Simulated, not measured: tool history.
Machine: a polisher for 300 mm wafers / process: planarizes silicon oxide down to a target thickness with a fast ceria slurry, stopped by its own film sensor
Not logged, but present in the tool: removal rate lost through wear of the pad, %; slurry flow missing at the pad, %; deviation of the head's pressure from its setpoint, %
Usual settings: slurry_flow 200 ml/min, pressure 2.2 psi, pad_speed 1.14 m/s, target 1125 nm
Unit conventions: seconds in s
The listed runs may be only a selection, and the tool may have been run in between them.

| run | day | slurry_flow | pressure | pad_speed | target | wafers since the last listed run | wafers polished on this pad | hours since the slurry nozzle was cleaned | hours since the head pressure was calibrated | incoming thickness of the incoming film, nm | seconds |
|---|---|---|---|---|---|---|---|---|---|---|---|
| 1 | 0 | 200 | 2.2 | 1.14 | 1125 | 0 | 50 | 283.6 | 620.9 | 2288.6 | 65.5 |
| 2 | 0.867 | 200 | 2.2 | 1.14 | 1125 | 123 | 173 | 304.4 | 641.7 | 2267.9 | 63.6 |
| 3 | 1.929 | 200 | 2.2 | 1.14 | 1125 | 151 | 325 | 329.9 | 667.2 | 2260.3 | 64.1 |
| 4 | 2.771 | 200 | 2.2 | 1.14 | 1125 | 119 | 444 | 350.1 | 687.4 | 2285.1 | 66.1 |
|  | 4.992 | worn pad replaced by a new one |
| 5 | 5.954 | 200 | 2.2 | 1.14 | 1125 | 429 | 137 | 426.5 | 763.8 | 2242.7 | 63.3 |
| 6 | 6.662 | 200 | 2.2 | 1.14 | 1125 | 100 | 237 | 443.5 | 780.8 | 2271.2 | 62.5 |
| 7 | 7.8 | 200 | 2.2 | 1.42 | 1125 | 161 | 399 | 470.8 | 808.1 | 2248 | 52 |
|  | 9.9 | worn pad replaced by a new one |
| 8 | 9.921 | 200 | 2.2 | 1.42 | 1125 | 278 | 2 | 521.7 | 859 | 2263.4 | 52.1 |
| 9 | 12.588 | 200 | 2.8 | 1.14 | 1369 | 379 | 382 | 585.7 | 923 | 2297.9 | 43.7 |
| 10 | 13.958 | 200 | 2.4 | 1.14 | 1125 | 195 | 577 | 618.6 | 955.9 | 2282.8 | 61.1 |
|  | 15.212 | worn pad replaced by a new one |
| 11 | 15.346 | 140 | 2.9 | 1.36 | 1281 | 173 | 19 | 651.9 | 989.2 | 2264.6 | 40.4 |
|  | 15.754 | head pressure recalibrated |
|  | 16.171 | slurry nozzle cleaned |
| 12 | 16.554 | 150 | 2.6 | 1.04 | 1266 | 154 | 173 | 9.2 | 19.2 | 2257.3 | 57.2 |
| 13 | 17.321 | 235 | 2.2 | 1.14 | 1303 | 109 | 282 | 27.6 | 37.6 | 2265.4 | 54 |
| 14 | 18.221 | 200 | 2.2 | 1.14 | 1125 | 128 | 410 | 49.2 | 59.2 | 2236.1 | 63.5 |
| 15 | 19 | 150 | 1.4 | 1.4 | 855 | 110 | 521 | 67.9 | 77.9 | 2255.7 | 92.7 |
|  | 19.933 | worn pad replaced by a new one |
| 16 | 20.233 | 170 | 2.2 | 1.14 | 1125 | 151 | 42 | 97.5 | 107.5 | 2271.1 | 66.4 |
| 17 | 21.438 | 150 | 2.2 | 1.14 | 1125 | 171 | 214 | 126.4 | 136.4 | 2249.8 | 64 |
| 18 | 22.621 | 200 | 2.2 | 1.14 | 1125 | 168 | 382 | 154.8 | 164.8 | 2259.5 | 63.5 |
| 19 | 23.142 | 145 | 2.2 | 1.48 | 1125 | 74 | 456 | 167.3 | 177.3 | 2270.5 | 52.4 |
| 20 | 23.704 | 200 | 2.2 | 1.34 | 1125 | 80 | 536 | 180.8 | 190.8 | 2263.3 | 54.9 |

Alternative continuations, all from the tool just after run 20; predict every row:
| A | 23.725 | 200 | 1.9 | 1.14 | 1125 | 2 | 539 | 181.3 | 191.3 | 2285.1 | ? |
| B | 23.725 | 270 | 2.2 | 1.54 | 1125 | 2 | 539 | 181.3 | 191.3 | 2285.1 | ? |
| C | 23.725 | 200 | 2.9 | 1.14 | 1474 | 2 | 539 | 181.3 | 191.3 | 2285.1 | ? |
| D | 23.725 | 200 | 2.2 | 1.4 | 916 | 2 | 539 | 181.3 | 191.3 | 2285.1 | ? |
| E | 23.725 | 220 | 2.2 | 1.44 | 889 | 2 | 539 | 181.3 | 191.3 | 2285.1 | ? |

| run | seconds |
|---|---|
| A | 71.6 |
| B | 46.1 |
| C | 36.4 |
| D | 61.9 |
| E | 60.6 |
Had the tool no hidden state, the same runs would have come out as:
| run | seconds |
|---|---|
| A | 71.6 |
| B | 46.1 |
| C | 36.4 |
| D | 61.9 |
| E | 60.6 |
